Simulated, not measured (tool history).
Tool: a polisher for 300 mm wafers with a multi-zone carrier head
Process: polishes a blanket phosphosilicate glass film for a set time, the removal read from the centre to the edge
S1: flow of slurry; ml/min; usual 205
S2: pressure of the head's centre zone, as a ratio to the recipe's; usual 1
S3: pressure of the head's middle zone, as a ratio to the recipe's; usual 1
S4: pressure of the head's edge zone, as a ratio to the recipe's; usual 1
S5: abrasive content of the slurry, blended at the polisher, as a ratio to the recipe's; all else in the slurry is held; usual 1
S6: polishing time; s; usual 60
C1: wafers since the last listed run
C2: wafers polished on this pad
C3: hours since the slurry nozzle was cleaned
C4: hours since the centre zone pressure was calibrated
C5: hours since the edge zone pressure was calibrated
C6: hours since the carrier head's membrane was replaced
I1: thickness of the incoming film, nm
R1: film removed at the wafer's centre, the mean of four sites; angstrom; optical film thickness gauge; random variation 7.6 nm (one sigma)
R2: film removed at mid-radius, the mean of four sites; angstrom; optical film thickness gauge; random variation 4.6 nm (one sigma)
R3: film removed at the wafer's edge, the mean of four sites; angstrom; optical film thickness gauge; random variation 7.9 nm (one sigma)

Run 1, hour 0: usual settings; C1 0; C2 641; C3 265.2; C4 1046.3; C5 1465.6; C6 1231.2; I1 3100.6. Result: R1 6437 angstrom, R2 6557 angstrom, R3 6762 angstrom.
Run 2, hour 12.3: usual settings; C1 77; C2 718; C3 277.5; C4 1058.6; C5 1477.9; C6 1243.5; I1 3140.3. Result: R1 6270 angstrom, R2 6506 angstrom, R3 6647 angstrom.
Run 3, hour 29.3: usual settings; C1 107; C2 825; C3 294.5; C4 1075.6; C5 1494.9; C6 1260.5; I1 3129.8. Result: R1 6148 angstrom, R2 6488 angstrom, R3 6635 angstrom.
Run 4, hour 41.2: usual settings; C1 75; C2 901; C3 306.4; C4 1087.5; C5 1506.8; C6 1272.4; I1 3157.5. Result: R1 6222 angstrom, R2 6381 angstrom, R3 6567 angstrom.
At hour 55.9: worn pad replaced by a new one.
Run 5, hour 58.5: usual settings; C1 83; C2 16; C3 323.7; C4 1104.8; C5 1524.1; C6 1289.7; I1 3174.6. Result: R1 6600 angstrom, R2 6819 angstrom, R3 7033 angstrom.
At hour 65.8: centre zone pressure recalibrated.
At hour 72: carrier head's membrane replaced by a new one.
Run 6, hour 73.5: usual settings; C1 50; C2 67; C3 338.7; C4 7.7; C5 1539.1; C6 1.5; I1 3162. Result: R1 6439 angstrom, R2 6775 angstrom, R3 6862 angstrom.
Run 7, hour 84.8: usual settings but S1 225 ml/min; C1 71; C2 138; C3 350; C4 19; C5 1550.4; C6 12.8; I1 3155.7. Result: R1 6515 angstrom, R2 6867 angstrom, R3 6929 angstrom.
Run 8, hour 100.9: usual settings but S1 225 ml/min; C1 101; C2 239; C3 366.1; C4 35.1; C5 1566.5; C6 28.9; I1 3164.7. Result: R1 6573 angstrom, R2 6754 angstrom, R3 6988 angstrom.
Run 9, hour 118.5: usual settings; C1 111; C2 351; C3 383.7; C4 52.7; C5 1584.1; C6 46.5; I1 3164.7. Result: R1 6405 angstrom, R2 6594 angstrom, R3 6580 angstrom.
Run 10, hour 129.8: usual settings; C1 71; C2 422; C3 395; C4 64; C5 1595.4; C6 57.8; I1 3172.9. Result: R1 6356 angstrom, R2 6524 angstrom, R3 6711 angstrom.
Run 11, hour 140.6: usual settings but S6 78 s; C1 68; C2 490; C3 405.8; C4 74.8; C5 1606.2; C6 68.6; I1 3121.6. Result: R1 8138 angstrom, R2 8514 angstrom, R3 8861 angstrom.
At hour 156.1: slurry nozzle cleaned.
Run 12, hour 158.3: usual settings but S2 0.89, S4 0.93; C1 105; C2 595; C3 2.2; C4 92.5; C5 1623.9; C6 86.3; I1 3128.3. Result: R1 6191 angstrom, R2 7117 angstrom, R3 6848 angstrom.
At hour 171.2: edge zone pressure recalibrated.
Run 13, hour 174: usual settings but S4 1.09; C1 86; C2 682; C3 17.9; C4 108.2; C5 2.8; C6 102; I1 3147.6. Result: R1 6822 angstrom, R2 7032 angstrom, R3 7269 angstrom.
Run 14, hour 187.3: usual settings but S4 0.92, S6 72 s; C1 83; C2 766; C3 31.2; C4 121.5; C5 16.1; C6 115.3; I1 3133.4. Result: R1 8052 angstrom, R2 8493 angstrom, R3 8095 angstrom.
At hour 191.6: worn pad replaced by a new one.
Run 15, hour 193.9: usual settings but S2 1.12; C1 16; C2 14; C3 37.8; C4 128.1; C5 22.7; C6 121.9; I1 3192.4. Result: R1 7870 angstrom, R2 7403 angstrom, R3 7156 angstrom.
Run 16, hour 206.5: usual settings but S6 65 s; C1 79; C2 93; C3 50.4; C4 140.7; C5 35.3; C6 134.5; I1 3146.6. Result: R1 7493 angstrom, R2 7918 angstrom, R3 7720 angstrom.
Run 17, hour 218.8: usual settings but S4 0.9; C1 77; C2 171; C3 62.7; C4 153; C5 47.6; C6 146.8; I1 3121.3. Result: R1 6960 angstrom, R2 7227 angstrom, R3 6832 angstrom.
Run 18, hour 229.8: usual settings; C1 69; C2 240; C3 73.7; C4 164; C5 58.6; C6 157.8; I1 3165.7. Result: R1 6898 angstrom, R2 6999 angstrom, R3 7056 angstrom.
Run 19, hour 245.5: usual settings; C1 99; C2 339; C3 89.4; C4 179.7; C5 74.3; C6 173.5; I1 3179. Result: R1 6699 angstrom, R2 7026 angstrom, R3 6980 angstrom.
Run 20, hour 256.4: usual settings; C1 68; C2 408; C3 100.3; C4 190.6; C5 85.2; C6 184.4; I1 3184.7. Result: R1 6767 angstrom, R2 6940 angstrom, R3 6945 angstrom.
Run 21, hour 267.5: usual settings; C1 70; C2 478; C3 111.4; C4 201.7; C5 96.3; C6 195.5; I1 3155.3. Result: R1 6763 angstrom, R2 6974 angstrom, R3 7068 angstrom.
Run 22, hour 280.9: usual settings but S1 240 ml/min, S2 0.91, S5 1.25, S6 54 s; C1 84; C2 563; C3 124.8; C4 215.1; C5 109.7; C6 208.9; I1 3160.2. Result: R1 6418 angstrom, R2 7297 angstrom, R3 7327 angstrom.

Hidden state or all else? Some run-to-run changes of R1, split into what the settings, what came in and random variation would give without the hidden state, and what is left for the hidden state (with any gauge scatter that isn't in both results):
The hidden state here: removal rate lost through wear of the pad, %; slurry flow missing at the pad, %; deviation of the centre zone's pressure from its setpoint, %; deviation of the edge zone's pressure from its setpoint, %.
Run 10 -> 11: S6 60 -> 78. R1 +1782 angstrom: hidden state -323, all else +2105.
Run 11 -> 12: S2 1 -> 0.89, S4 1 -> 0.93, S6 78 -> 60, slurry nozzle cleaned. R1 -1947 angstrom: hidden state +997, all else -2944.
Run 14 -> 15: S2 1 -> 1.12, S4 0.92 -> 1, S6 72 -> 60, worn pad replaced by a new one. R1 -182 angstrom: hidden state +386, all else -568.
